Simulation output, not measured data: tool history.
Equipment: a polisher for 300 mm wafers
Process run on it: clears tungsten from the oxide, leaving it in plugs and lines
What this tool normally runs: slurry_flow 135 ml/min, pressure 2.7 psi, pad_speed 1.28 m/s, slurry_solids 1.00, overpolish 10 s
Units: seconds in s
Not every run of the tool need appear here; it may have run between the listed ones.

| run | hour | slurry_flow | pressure | pad_speed | slurry_solids | overpolish | incoming thickness of the incoming film, nm | seconds |
|---|---|---|---|---|---|---|---|---|
| 1 | 0.0 | 135 | 2.7 | 1.28 | 1.00 | 10 | 239.6 | 46.4 |
| 2 | 17.9 | 120 | 2.7 | 1.28 | 1.00 | 10 | 238.4 | 48.2 |
|  | 36.6 | slurry tank refilled with fresh slurry and peroxide |
| 3 | 46.4 | 135 | 2.7 | 1.28 | 1.00 | 10 | 237.4 | 46.0 |
|  | 55.7 | slurry blender recalibrated |
| 4 | 56.9 | 135 | 2.7 | 1.28 | 1.00 | 12 | 238.3 | 46.5 |
| 5 | 68.9 | 135 | 2.7 | 1.28 | 1.00 | 12 | 242.8 | 46.5 |
| 6 | 80.5 | 135 | 2.7 | 1.28 | 1.00 | 10 | 244.1 | 47.2 |
| 7 | 89.1 | 150 | 2.7 | 1.28 | 1.00 | 10 | 236.4 | 45.2 |
| 8 | 101.3 | 150 | 2.7 | 1.28 | 1.00 | 10 | 239.7 | 45.5 |
| 9 | 114.8 | 150 | 2.7 | 1.28 | 1.00 | 10 | 241.9 | 46.4 |
|  | 116.4 | slurry nozzle cleaned |
| 10 | 125.5 | 135 | 2.2 | 1.28 | 1.00 | 10 | 240.2 | 58.8 |
| 11 | 137.4 | 95 | 2.7 | 1.28 | 1.00 | 10 | 240.5 | 50.4 |
|  | 142.7 | head pressure recalibrated |
| 12 | 150.3 | 135 | 2.7 | 1.28 | 1.00 | 10 | 237.2 | 45.1 |
|  | 159.3 | worn pad replaced by a new one |
| 13 | 167.7 | 135 | 2.7 | 1.50 | 1.00 | 10 | 237.8 | 39.9 |
| 14 | 181.0 | 135 | 2.7 | 1.28 | 1.25 | 10 | 238.9 | 44.3 |
|  | 186.2 | slurry tank refilled with fresh slurry and peroxide |
| 15 | 196.2 | 135 | 2.7 | 1.28 | 0.80 | 6 | 234.8 | 49.4 |
| 16 | 205.8 | 135 | 2.0 | 1.10 | 1.00 | 10 | 238.9 | 72.0 |
| 17 | 221.6 | 135 | 3.5 | 1.28 | 1.00 | 7 | 239.3 | 35.6 |
| 18 | 235.2 | 105 | 2.7 | 1.56 | 0.90 | 8 | 235.9 | 40.3 |
| 19 | 245.0 | 135 | 2.7 | 1.28 | 1.00 | 10 | 242.3 | 46.6 |
| 20 | 253.7 | 110 | 3.4 | 1.28 | 1.00 | 10 | 243.3 | 38.3 |
| 21 | 270.5 | 135 | 2.4 | 1.62 | 1.00 | 10 | 244.6 | 42.3 |
| 22 | 276.9 | 135 | 3.0 | 1.28 | 1.15 | 10 | 242.4 | 40.4 |
|  | 293.0 | slurry blender recalibrated |
| 23 | 293.5 | 135 | 2.7 | 1.28 | 1.20 | 10 | 239.3 | 43.5 |
| 24 | 308.5 | 110 | 2.7 | 1.08 | 1.00 | 10 | 242.8 | 58.4 |
| 25 | 324.1 | 165 | 2.7 | 1.28 | 1.00 | 10 | 240.8 | 44.6 |
| 26 | 331.4 | 135 | 2.7 | 1.28 | 0.80 | 10 | 236.5 | 48.9 |
| 27 | 345.1 | 110 | 3.4 | 1.28 | 1.00 | 10 | 237.7 | 38.8 |

Predict each of these 4 candidate next runs independently; none follows another, all start after run 27:
| A | 345.5 | 135 | 2.7 | 1.28 | 1.00 | 10 | 243.4 | ? |
| B | 345.5 | 135 | 3.1 | 0.84 | 1.15 | 10 | 243.4 | ? |
| C | 345.5 | 135 | 2.7 | 1.28 | 1.30 | 12 | 243.4 | ? |
| D | 345.5 | 90 | 2.7 | 1.28 | 0.75 | 10 | 243.4 | ? |

| run | seconds |
|---|---|
| A | 47.1 |
| B | 60.0 |
| C | 43.6 |
| D | 56.5 |
Without the tool's hidden state the same runs would have given:
| run | seconds |
|---|---|
| A | 47.1 |
| B | 60.0 |
| C | 43.6 |
| D | 56.5 |
